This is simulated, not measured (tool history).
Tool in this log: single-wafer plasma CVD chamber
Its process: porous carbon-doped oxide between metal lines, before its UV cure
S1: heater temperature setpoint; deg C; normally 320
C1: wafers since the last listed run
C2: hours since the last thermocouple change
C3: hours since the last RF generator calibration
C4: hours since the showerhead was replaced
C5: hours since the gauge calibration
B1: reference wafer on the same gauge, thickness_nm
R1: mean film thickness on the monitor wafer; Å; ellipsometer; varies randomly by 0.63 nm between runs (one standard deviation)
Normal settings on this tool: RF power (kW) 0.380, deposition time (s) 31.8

run 1 hour=0.0 | S1=320 RF_power_(kW)=0.380 deposition_time_(s)=31.8 | C1=0 C2=2196.0 C3=1101.6 C4=5208.7 C5=222.6 | B1=151.018 | R1=1322.02
run 2 hour=14.6 | S1=320 RF_power_(kW)=0.440 deposition_time_(s)=31.8 | C1=229 C2=2210.6 C3=1116.2 C4=5223.3 C5=237.2 | B1=150.707 | R1=1515.50
run 3 hour=46.9 | S1=320 RF_power_(kW)=0.440 deposition_time_(s)=31.8 | C1=506 C2=2242.9 C3=1148.5 C4=5255.6 C5=269.5 | B1=150.959 | R1=1510.96
run 4 hour=65.5 | S1=326 RF_power_(kW)=0.380 deposition_time_(s)=31.8 | C1=291 C2=2261.5 C3=1167.1 C4=5274.2 C5=288.1 | B1=151.228 | R1=1284.41
run 5 hour=80.9 | S1=320 RF_power_(kW)=0.380 deposition_time_(s)=36.6 | C1=241 C2=2276.9 C3=1182.5 C4=5289.6 C5=303.5 | B1=150.991 | R1=1518.29
run 6 hour=112.4 | S1=320 RF_power_(kW)=0.380 deposition_time_(s)=36.6 | C1=494 C2=2308.4 C3=1214.0 C4=5321.1 C5=335.0 | B1=151.060 | R1=1500.56
run 7 hour=146.0 | S1=320 RF_power_(kW)=0.380 deposition_time_(s)=36.6 | C1=527 C2=2342.0 C3=1247.6 C4=5354.7 C5=368.6 | B1=151.042 | R1=1507.60
run 8 hour=167.6 | S1=320 RF_power_(kW)=0.380 deposition_time_(s)=31.8 | C1=338 C2=2363.6 C3=1269.2 C4=5376.3 C5=390.2 | B1=151.126 | R1=1331.97
run 9 hour=182.7 | S1=320 RF_power_(kW)=0.380 deposition_time_(s)=31.8 | C1=236 C2=2378.7 C3=1284.3 C4=5391.4 C5=405.3 | B1=151.099 | R1=1312.71
-- hour=192.9 thermocouple changed; heater temperature recalibrated
run 10 hour=213.2 | S1=320 RF_power_(kW)=0.380 deposition_time_(s)=31.8 | C1=353 C2=20.3 C3=1314.8 C4=5421.9 C5=435.8 | B1=150.917 | R1=1319.50
-- hour=229.0 showerhead replaced
run 11 hour=240.4 | S1=320 RF_power_(kW)=0.380 deposition_time_(s)=31.8 | C1=301 C2=47.5 C3=1342.0 C4=11.4 C5=463.0 | B1=150.986 | R1=1315.36
run 12 hour=264.0 | S1=320 RF_power_(kW)=0.380 deposition_time_(s)=31.8 | C1=370 C2=71.1 C3=1365.6 C4=35.0 C5=486.6 | B1=151.029 | R1=1313.38
run 13 hour=281.3 | S1=320 RF_power_(kW)=0.380 deposition_time_(s)=31.8 | C1=271 C2=88.4 C3=1382.9 C4=52.3 C5=503.9 | B1=151.050 | R1=1321.30
run 14 hour=300.7 | S1=312 RF_power_(kW)=0.415 deposition_time_(s)=30.2 | C1=304 C2=107.8 C3=1402.3 C4=71.7 C5=523.3 | B1=150.857 | R1=1400.89
run 15 hour=329.3 | S1=320 RF_power_(kW)=0.380 deposition_time_(s)=31.8 | C1=448 C2=136.4 C3=1430.9 C4=100.3 C5=551.9 | B1=151.039 | R1=1323.20
run 16 hour=350.3 | S1=320 RF_power_(kW)=0.380 deposition_time_(s)=38.1 | C1=329 C2=157.4 C3=1451.9 C4=121.3 C5=572.9 | B1=150.958 | R1=1556.02
run 17 hour=371.1 | S1=306 RF_power_(kW)=0.320 deposition_time_(s)=28.5 | C1=326 C2=178.2 C3=1472.7 C4=142.1 C5=593.7 | B1=150.875 | R1=1069.54
run 18 hour=396.3 | S1=329 RF_power_(kW)=0.410 deposition_time_(s)=36.2 | C1=395 C2=203.4 C3=1497.9 C4=167.3 C5=618.9 | B1=150.877 | R1=1540.05
-- hour=409.8 gauge calibrated
run 19 hour=415.2 | S1=309 RF_power_(kW)=0.305 deposition_time_(s)=31.8 | C1=296 C2=222.3 C3=1516.8 C4=186.2 C5=5.4 | B1=151.076 | R1=1112.96
run 20 hour=438.3 | S1=309 RF_power_(kW)=0.335 deposition_time_(s)=28.1 | C1=362 C2=245.4 C3=1539.9 C4=209.3 C5=28.5 | B1=151.091 | R1=1086.26
-- hour=447.2 RF generator calibrated
run 21 hour=466.7 | S1=306 RF_power_(kW)=0.380 deposition_time_(s)=31.8 | C1=320 C2=273.8 C3=19.5 C4=237.7 C5=56.9 | B1=151.209 | R1=1403.59
run 22 hour=498.3 | S1=320 RF_power_(kW)=0.380 deposition_time_(s)=31.8 | C1=495 C2=305.4 C3=51.1 C4=269.3 C5=88.5 | B1=150.943 | R1=1320.86
run 23 hour=511.4 | S1=329 RF_power_(kW)=0.410 deposition_time_(s)=36.2 | C1=205 C2=318.5 C3=64.2 C4=282.4 C5=101.6 | B1=150.954 | R1=1551.90
run 24 hour=539.5 | S1=320 RF_power_(kW)=0.425 deposition_time_(s)=31.8 | C1=440 C2=346.6 C3=92.3 C4=310.5 C5=129.7 | B1=151.184 | R1=1467.92
run 25 hour=559.9 | S1=320 RF_power_(kW)=0.380 deposition_time_(s)=38.1 | C1=320 C2=367.0 C3=112.7 C4=330.9 C5=150.1 | B1=151.035 | R1=1563.86
run 26 hour=574.6 | S1=320 RF_power_(kW)=0.380 deposition_time_(s)=31.8 | C1=230 C2=381.7 C3=127.4 C4=345.6 C5=164.8 | B1=151.198 | R1=1327.67

Predict each of these 4 candidate next runs independently; none follows another, all start after run 26:
run A hour=575.0 | S1=325 RF_power_(kW)=0.380 deposition_time_(s)=31.8 | C1=6 C2=382.1 C3=127.8 C4=346.0 C5=165.2 | B1=? | R1=?
run B hour=575.0 | S1=311 RF_power_(kW)=0.380 deposition_time_(s)=28.0 | C1=6 C2=382.1 C3=127.8 C4=346.0 C5=165.2 | B1=? | R1=?
run C hour=575.0 | S1=320 RF_power_(kW)=0.380 deposition_time_(s)=28.8 | C1=6 C2=382.1 C3=127.8 C4=346.0 C5=165.2 | B1=? | R1=?
run D hour=575.0 | S1=311 RF_power_(kW)=0.315 deposition_time_(s)=35.8 | C1=6 C2=382.1 C3=127.8 C4=346.0 C5=165.2 | B1=? | R1=?

run=A B1=150.909 R1=1289.45
run=B B1=150.909 R1=1213.60
run=C B1=150.909 R1=1197.06
run=D B1=150.909 R1=1275.48
Without the tool's unlogged condition, the same runs would have read:
run=A R1=1289.45
run=B R1=1213.60
run=C R1=1197.06
run=D R1=1275.48
